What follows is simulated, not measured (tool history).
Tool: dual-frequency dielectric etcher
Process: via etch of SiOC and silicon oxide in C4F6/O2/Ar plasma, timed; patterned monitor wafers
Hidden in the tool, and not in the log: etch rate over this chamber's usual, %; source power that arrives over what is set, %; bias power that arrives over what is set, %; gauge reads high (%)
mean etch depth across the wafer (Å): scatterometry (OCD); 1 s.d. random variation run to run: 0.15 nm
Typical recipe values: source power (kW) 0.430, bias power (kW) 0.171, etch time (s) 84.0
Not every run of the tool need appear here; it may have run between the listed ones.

run	hour	source power (kW)	bias power (kW)	etch time (s)	wafers since the last listed run	hours since the last wet clean	hours since the last source power generator calibration	hours since the last bias power generator calibration	hours since the last upper electrode change	hours since the gauge calibration	read-back reference wafer on the same gauge, depth_nm	mean etch depth across the wafer (Å)
1	0.0	0.430	0.171	84.0	0	362.4	2730.7	931.1	5665.5	506.0	112.3	992
2	70.6	0.430	0.171	84.0	456	433.0	2801.3	1001.7	5736.1	576.6	112.3	992
3	100.5	0.430	0.171	84.0	193	462.9	2831.2	1031.6	5766.0	606.5	112.3	993
# hour 144.7: wet clean of the chamber
4	145.2	0.430	0.171	84.0	133	0.5	2875.9	1076.3	5810.7	651.2	112.3	998
5	190.9	0.430	0.171	84.0	295	46.2	2921.6	1122.0	5856.4	696.9	112.3	1000
6	245.8	0.430	0.171	84.0	355	101.1	2976.5	1176.9	5911.3	751.8	112.3	1000
7	309.9	0.430	0.171	84.0	414	165.2	3040.6	1241.0	5975.4	815.9	112.3	1000
# hour 356.6: gauge calibrated
8	356.8	0.430	0.171	84.0	303	212.1	3087.5	1287.9	6022.3	0.2	112.3	1000
9	406.8	0.430	0.171	84.0	323	262.1	3137.5	1337.9	6072.3	50.2	112.3	997
10	461.0	0.430	0.201	93.0	350	316.3	3191.7	1392.1	6126.5	104.4	112.3	1150
11	511.0	0.370	0.171	63.0	323	366.3	3241.7	1442.1	6176.5	154.4	112.3	704
12	562.6	0.430	0.171	84.0	333	417.9	3293.3	1493.7	6228.1	206.0	112.3	997
13	631.4	0.430	0.209	63.5	445	486.7	3362.1	1562.5	6296.9	274.8	112.3	791
# hour 666.7: upper electrode replaced
14	696.9	0.490	0.143	96.5	268	552.2	3427.6	1628.0	30.2	340.3	112.3	1159
# hour 730.8: wet clean of the chamber
# hour 737.4: source power generator calibrated
# hour 745.4: bias power generator calibrated
15	760.6	0.360	0.200	100.0	205	29.8	23.2	15.2	93.9	404.0	112.3	1133
16	809.9	0.430	0.171	84.0	319	79.1	72.5	64.5	143.2	453.3	112.3	983
17	854.2	0.330	0.196	64.5	286	123.4	116.8	108.8	187.5	497.6	112.3	701
18	892.6	0.460	0.130	65.5	248	161.8	155.2	147.2	225.9	536.0	112.3	736
19	933.5	0.430	0.171	99.0	264	202.7	196.1	188.1	266.8	576.9	112.3	1154

Each row is a separate what-if for the run after 19, all from the same tool condition, not one after another. Results?
A	933.9	0.430	0.171	84.0	2	203.1	196.5	188.5	267.2	577.3	?	?
B	933.9	0.430	0.158	75.5	2	203.1	196.5	188.5	267.2	577.3	?	?
C	933.9	0.390	0.171	84.0	2	203.1	196.5	188.5	267.2	577.3	?	?
D	933.9	0.430	0.140	90.5	2	203.1	196.5	188.5	267.2	577.3	?	?
E	933.9	0.370	0.184	91.5	2	203.1	196.5	188.5	267.2	577.3	?	?

run	read-back reference wafer on the same gauge, depth_nm	mean etch depth across the wafer (Å)
A	112.3	981
B	112.3	866
C	112.3	944
D	112.3	1010
E	112.3	1025
The same runs, with their run-to-run variation unchanged, on a tool lacking any hidden condition would have given:
run	mean etch depth across the wafer (Å)
A	986
B	870
C	948
D	1015
E	1030
